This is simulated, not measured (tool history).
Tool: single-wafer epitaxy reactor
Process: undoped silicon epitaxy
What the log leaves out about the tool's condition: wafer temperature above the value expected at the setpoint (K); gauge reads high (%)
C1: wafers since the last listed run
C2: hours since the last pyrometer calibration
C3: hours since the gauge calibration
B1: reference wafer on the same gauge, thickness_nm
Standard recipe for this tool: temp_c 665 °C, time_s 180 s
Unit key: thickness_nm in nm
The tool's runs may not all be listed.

Run 1, hour 0.0: usual settings; C1 0; C2 1123.0; C3 69.8; B1 47.511. Result: thickness_nm 37.427 nm.
Run 2, hour 6.6: usual settings but temp_c 669 °C; C1 80; C2 1129.6; C3 76.4; B1 47.469. Result: thickness_nm 41.270 nm.
Run 3, hour 22.7: usual settings; C1 197; C2 1145.7; C3 92.5; B1 47.529. Result: thickness_nm 37.384 nm.
Run 4, hour 32.7: usual settings; C1 122; C2 1155.7; C3 102.5; B1 47.502. Result: thickness_nm 37.398 nm.
Run 5, hour 41.4: usual settings; C1 106; C2 1164.4; C3 111.2; B1 47.508. Result: thickness_nm 37.507 nm.
Run 6, hour 50.7: usual settings but time_s 156 s; C1 113; C2 1173.7; C3 120.5; B1 47.501. Result: thickness_nm 32.350 nm.
Run 7, hour 57.2: usual settings but temp_c 660 °C; C1 79; C2 1180.2; C3 127.0; B1 47.501. Result: thickness_nm 33.216 nm.
Run 8, hour 64.7: usual settings but temp_c 660 °C; C1 91; C2 1187.7; C3 134.5; B1 47.484. Result: thickness_nm 33.154 nm.
Run 9, hour 109.0: usual settings; C1 542; C2 1232.0; C3 178.8; B1 47.513. Result: thickness_nm 37.402 nm.
At hour 121.2: gauge calibrated.
Run 10, hour 123.7: usual settings; C1 180; C2 1246.7; C3 2.5; B1 47.502. Result: thickness_nm 37.284 nm.
Run 11, hour 130.1: usual settings; C1 78; C2 1253.1; C3 8.9; B1 47.493. Result: thickness_nm 37.415 nm.
Run 12, hour 144.0: usual settings; C1 170; C2 1267.0; C3 22.8; B1 47.547. Result: thickness_nm 37.554 nm.
At hour 153.0: pyrometer calibrated.
Run 13, hour 153.5: usual settings but temp_c 651 °C, time_s 196 s; C1 18; C2 0.5; C3 32.3; B1 47.529. Result: thickness_nm 27.767 nm.
Run 14, hour 163.5: usual settings; C1 122; C2 10.5; C3 42.3; B1 47.518. Result: thickness_nm 35.982 nm.
Run 15, hour 170.8: usual settings; C1 89; C2 17.8; C3 49.6; B1 47.493. Result: thickness_nm 35.903 nm.
Run 16, hour 179.4: usual settings; C1 105; C2 26.4; C3 58.2; B1 47.509. Result: thickness_nm 35.849 nm.
At hour 194.6: pyrometer calibrated, repeated, since the last time left the tool worse.
Run 17, hour 195.3: usual settings but temp_c 677 °C, time_s 204 s; C1 96; C2 0.7; C3 74.1; B1 47.517. Result: thickness_nm 59.760 nm.
Run 18, hour 203.7: usual settings; C1 102; C2 9.1; C3 82.5; B1 47.508. Result: thickness_nm 39.750 nm.
Run 19, hour 220.2: usual settings but time_s 196 s; C1 202; C2 25.6; C3 99.0; B1 47.491. Result: thickness_nm 43.077 nm.
Run 20, hour 234.1: usual settings but temp_c 656 °C, time_s 191 s; C1 170; C2 39.5; C3 112.9; B1 47.474. Result: thickness_nm 33.542 nm.
Run 21, hour 249.5: usual settings but temp_c 655 °C, time_s 147 s; C1 188; C2 54.9; C3 128.3; B1 47.497. Result: thickness_nm 25.070 nm.
Run 22, hour 264.3: usual settings but time_s 216 s; C1 181; C2 69.7; C3 143.1; B1 47.534. Result: thickness_nm 47.025 nm.
Run 23, hour 281.5: usual settings but temp_c 671 °C, time_s 207 s; C1 210; C2 86.9; C3 160.3; B1 47.469. Result: thickness_nm 51.871 nm.
Run 24, hour 298.9: usual settings but temp_c 676 °C, time_s 154 s; C1 213; C2 104.3; C3 177.7; B1 47.474. Result: thickness_nm 43.104 nm.

Hidden condition of the tool, last listed run before each entry between runs versus first listed run after:
From run 9 to run 10: gauge calibrated (hour 121.2)
  wafer temperature above the value expected at the setpoint (K): -2.67 -> -2.68
  measured value less the no-hidden-state value, thickness_nm: -2.491 -> -2.486 nm
From run 12 to run 13: pyrometer calibrated (hour 153.0)
  wafer temperature above the value expected at the setpoint (K): -2.68 -> -4.14
  measured value less the no-hidden-state value, thickness_nm: -2.509 -> -3.034 nm
From run 16 to run 17: pyrometer calibrated, repeated, since the last time left the tool worse (hour 194.6)
  wafer temperature above the value expected at the setpoint (K): -4.32 -> -0.174
  measured value less the no-hidden-state value, thickness_nm: -3.950 -> -0.244 nm
